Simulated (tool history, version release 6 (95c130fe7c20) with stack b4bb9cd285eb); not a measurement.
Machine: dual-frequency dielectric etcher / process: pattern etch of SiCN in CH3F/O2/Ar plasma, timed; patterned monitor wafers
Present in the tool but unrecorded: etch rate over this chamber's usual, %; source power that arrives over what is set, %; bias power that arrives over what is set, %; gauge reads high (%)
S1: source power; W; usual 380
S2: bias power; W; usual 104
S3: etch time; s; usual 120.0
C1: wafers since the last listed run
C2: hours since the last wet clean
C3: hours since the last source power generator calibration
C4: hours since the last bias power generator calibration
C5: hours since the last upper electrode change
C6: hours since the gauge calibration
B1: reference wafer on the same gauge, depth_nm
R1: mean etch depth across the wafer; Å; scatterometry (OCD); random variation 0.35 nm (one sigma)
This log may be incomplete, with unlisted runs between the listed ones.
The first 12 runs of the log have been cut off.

run	hour	S1	S2	S3	C1	C2	C3	C4	C5	C6	B1	R1
13	213.0	350	87	84.5	3	0.9	107.9	38.5	23.7	158.4	51.5	335
14	213.3	450	78	97.0	2	1.2	108.2	38.8	24.0	158.7	51.3	406
15	213.7	380	112	120.0	3	1.6	108.6	39.2	24.4	159.1	51.4	518
16	217.7	380	104	120.0	33	5.6	112.6	43.2	28.4	163.1	51.4	513
17	229.7	380	104	129.0	100	17.6	124.6	55.2	40.4	175.1	51.3	548
18	241.8	300	83	99.5	101	29.7	136.7	67.3	52.5	187.2	51.4	367
19	251.2	320	104	100.0	78	39.1	146.1	76.7	61.9	196.6	51.4	401
20	286.1	380	104	120.0	291	74.0	181.0	111.6	96.8	231.5	51.4	512
21	297.6	380	104	120.0	96	85.5	192.5	123.1	108.3	243.0	51.4	519
22	335.2	380	104	120.0	314	123.1	230.1	160.7	145.9	280.6	51.4	516
23	349.3	290	89	147.0	117	137.2	244.2	174.8	160.0	294.7	51.4	557
24	365.5	470	124	149.5	135	153.4	260.4	191.0	176.2	310.9	51.4	724
25	377.9	480	89	120.0	103	165.8	272.8	203.4	188.6	323.3	51.4	551
26	393.8	440	104	120.0	132	181.7	288.7	219.3	204.5	339.2	51.4	548
27	409.0	380	104	130.0	127	196.9	303.9	234.5	219.7	354.4	51.4	568
28	421.3	440	86	138.5	102	209.2	316.2	246.8	232.0	366.7	51.3	612
29	432.1	380	128	146.5	90	220.0	327.0	257.6	242.8	377.5	51.5	674
30	446.9	380	104	120.0	123	234.8	341.8	272.4	257.6	392.3	51.4	521
31	454.8	380	118	120.0	66	242.7	349.7	280.3	265.5	400.2	51.3	541

Consider 3 possible next runs. They are alternatives, not a sequence: every one starts from the tool as it was left by run 31. What does each give?
A	455.2	330	104	120.0	3	243.1	350.1	280.7	265.9	400.6	?	?
B	455.2	320	79	85.5	3	243.1	350.1	280.7	265.9	400.6	?	?
C	455.2	480	114	134.5	3	243.1	350.1	280.7	265.9	400.6	?	?

run	B1	R1
A	51.3	500
B	51.3	333
C	51.3	648
With no hidden state in the tool, these same runs would have given:
run	R1
A	485
B	323
C	628

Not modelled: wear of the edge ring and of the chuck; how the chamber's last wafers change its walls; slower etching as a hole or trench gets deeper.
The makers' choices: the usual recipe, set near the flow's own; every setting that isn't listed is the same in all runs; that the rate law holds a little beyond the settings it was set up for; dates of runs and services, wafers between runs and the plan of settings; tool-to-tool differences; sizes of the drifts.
